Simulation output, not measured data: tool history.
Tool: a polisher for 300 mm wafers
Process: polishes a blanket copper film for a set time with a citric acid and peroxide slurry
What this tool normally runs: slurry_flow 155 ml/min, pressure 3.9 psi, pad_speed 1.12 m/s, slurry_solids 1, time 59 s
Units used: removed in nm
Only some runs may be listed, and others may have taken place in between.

run,day,slurry_flow,pressure,pad_speed,slurry_solids,time,wafers since the last listed run,wafers polished on this pad,hours since the slurry nozzle was cleaned,hours since the head pressure was calibrated,hours since the slurry blender was calibrated,"incoming thickness of the incoming film, nm",removed
1,0,180,3.9,1.12,1,59,0,2475,46.4,226,85.3,916.6,172.2
2,3.088,155,3.9,1.12,1,59,563,3038,120.5,300.1,159.4,906.3,165
3,6.338,155,3.9,1.12,1,59,592,3631,198.5,378.1,237.4,908,162.2
# day 7.412: worn pad replaced by a new one
4,10.058,155,3.9,1.12,1,59,648,482,287.8,467.4,326.7,931.6,157.4
# day 13.012: head pressure recalibrated
5,14.079,155,3.9,1.12,1,59,718,1200,384.3,25.6,423.2,916.1,155.8
6,16.729,155,4.7,1.12,1,59,483,1684,447.9,89.2,486.8,891.3,187.8
# day 17.912: slurry blender recalibrated
# day 19.654: slurry nozzle cleaned
7,19.788,155,3.9,1.12,0.9,59,535,2219,3.2,162.6,45,903.9,168.9
8,23.467,155,3.9,1.12,1.2,59,671,2890,91.5,250.9,133.3,910.7,175.4
9,26.529,155,3.9,1.12,1.2,59,558,3449,165,324.4,206.8,918.5,168.7
# day 28.271: worn pad replaced by a new one
10,28.679,155,3.9,1.12,1.2,59,361,74,216.6,376,258.4,913.8,167.3
11,33,155,3.9,1.12,1,53,788,862,320.3,479.7,362.1,907.8,140.4
12,35.583,155,3.9,1.12,1,53,471,1334,382.3,541.7,424.1,915.3,137.8
# day 38.55: head pressure recalibrated
# day 38.833: slurry nozzle cleaned
13,39.467,155,3.9,1.12,1,59,685,2019,15.2,22,517.3,922.3,155
# day 39.875: slurry blender recalibrated
14,42.979,155,3.9,1.12,1,59,625,2645,99.5,106.3,74.5,898.6,174.2
15,46.829,155,3.9,1.12,0.9,59,702,3347,191.9,198.7,166.9,897.7,160.1
16,48.392,155,3.9,1.12,1,53,285,3632,229.4,236.2,204.4,903.6,146.6
# day 50.442: worn pad replaced by a new one
17,51.529,155,2.8,1.12,0.85,39,541,198,304.7,311.5,279.7,922.7,73.8
18,55.858,155,3.9,1.12,1.15,76,789,988,408.6,415.4,383.6,924.9,209.9
19,58.221,155,3.9,0.98,1,59,430,1419,465.3,472.1,440.3,909.3,146.1
# day 58.358: slurry nozzle cleaned
# day 59.092: slurry blender recalibrated
20,60.758,155,4.4,1.12,1.25,59,440,1859,57.6,533,40,921.7,204.3
21,62.433,155,3.9,1.5,1.25,59,305,2165,97.8,573.2,80.2,891.4,214.7
22,64.146,125,3.9,1.12,1,69,312,2477,138.9,614.3,121.3,907.7,190.2
# day 65.404: head pressure recalibrated
23,68.075,155,3.9,1.48,0.7,40,701,3179,233.2,64.1,215.6,916.1,115.8
# day 74.012: worn pad replaced by a new one
24,78.446,155,5.1,1.28,0.75,59,1861,808,482.1,313,464.5,897.4,201.3
# day 80.188: slurry nozzle cleaned
# day 82.312: slurry blender recalibrated
25,82.796,155,3.9,1.46,1,59,770,1579,62.6,417.4,11.6,896.8,206.6
26,84.446,120,3.9,1.12,1,59,301,1880,102.2,457,51.2,901.3,168.1
27,87.258,110,3.9,1.12,0.75,59,513,2393,169.7,524.5,118.7,909.3,145.5
# day 87.642: head pressure recalibrated
28,90.396,175,3.4,1.12,1.15,59,557,2950,245,66.1,194,913.6,149.6
29,93.038,155,3.9,0.82,1,59,481,3432,308.4,129.5,257.4,902.3,134.7
# day 93.221: worn pad replaced by a new one
30,97.054,155,3.9,1.12,1,59,702,699,404.8,225.9,353.8,908.6,156.5
31,99.938,200,3.9,1.12,1,59,526,1225,474,295.1,423,911.9,164

Below are 3 alternative next runs, each starting from the tool's condition after run 31. Predict each:
A,99.954,155,3.9,1.12,1,40,3,1228,474.4,295.5,423.4,894.1,?
B,99.954,155,3.9,0.96,1,59,3,1228,474.4,295.5,423.4,894.1,?
C,99.954,185,3.9,1.12,1,40,3,1228,474.4,295.5,423.4,894.1,?

run,removed
A,106.9
B,144.4
C,109.4
What these runs would have given with no unlogged condition in the tool:
run,removed
A,121.7
B,164.4
C,124.6
